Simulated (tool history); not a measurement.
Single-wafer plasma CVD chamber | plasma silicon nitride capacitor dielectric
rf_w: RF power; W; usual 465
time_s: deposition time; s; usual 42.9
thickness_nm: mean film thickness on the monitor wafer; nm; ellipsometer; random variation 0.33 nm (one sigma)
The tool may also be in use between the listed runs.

run     day  rf_w  time_s  wafers since the last listed run  hours since the last RF generator calibration  hours since the showerhead was replaced  hours since the gauge calibration  read-back reference wafer on the same gauge, thickness_nm  thickness_nm
  1   0.000   465    42.9                                 0                                         1159.7                                   1763.7                              450.4                                                     56.788        65.268
  2   1.979   465    42.9                               814                                         1207.2                                   1811.2                              497.9                                                     56.699        65.722
  3   4.471   465    42.9                              1025                                         1267.0                                   1871.0                              557.7                                                     56.724        64.996
  4   6.992   445    42.9                              1037                                         1327.5                                   1931.5                              618.2                                                     56.764        63.536
  5   8.962   445    42.9                               810                                         1374.8                                   1978.8                              665.5                                                     56.664        64.035
  6  12.217   465    48.6                              1338                                         1452.9                                   2056.9                              743.6                                                     56.758        73.721
     13.100  -- RF generator calibrated
  7  13.396   465    42.9                               347                                            7.1                                   2085.2                              771.9                                                     56.852        65.359
  8  14.725   465    42.9                               546                                           39.0                                   2117.1                              803.8                                                     56.687        65.494
  9  16.642   465    42.9                               788                                           85.0                                   2163.1                              849.8                                                     56.698        65.347
 10  19.429   465    42.9                              1146                                          151.9                                   2230.0                              916.7                                                     56.737        64.862
     21.629  -- showerhead replaced
 11  21.958   465    47.1                               903                                          212.6                                      7.9                              977.4                                                     56.655        71.385
 12  23.462   525    47.7                               618                                          248.7                                     44.0                             1013.5                                                     56.664        76.747
     25.000  -- gauge calibrated
 13  26.238   465    39.5                              1141                                          315.3                                    110.6                               29.7                                                     56.668        59.658
 14  28.446   405    35.7                               908                                          368.3                                    163.6                               82.7                                                     56.790        51.210
 15  30.146   525    49.3                               699                                          409.1                                    204.4                              123.5                                                     56.649        79.291
 16  31.292   465    42.9                               471                                          436.6                                    231.9                              151.0                                                     56.666        65.219
 17  32.338   380    42.9                               430                                          461.7                                    257.0                              176.1                                                     56.684        59.988
 18  35.096   535    42.9                              1134                                          527.9                                    323.2                              242.3                                                     56.754        68.630
 19  36.417   465    42.9                               543                                          559.6                                    354.9                              274.0                                                     56.548        65.397
 20  37.554   465    42.9                               467                                          586.9                                    382.2                              301.3                                                     56.745        65.316

Run 21 comes next. What will it give?
 21  39.192   465    42.9                               673                                          626.2                                    421.5                              340.6                                                          ?             ?

{"run 21": {"read-back reference wafer on the same gauge, thickness_nm": 56.762, "thickness_nm": 64.857}}
Without the tool's hidden state the same run would have given thickness_nm 64.857 nm.
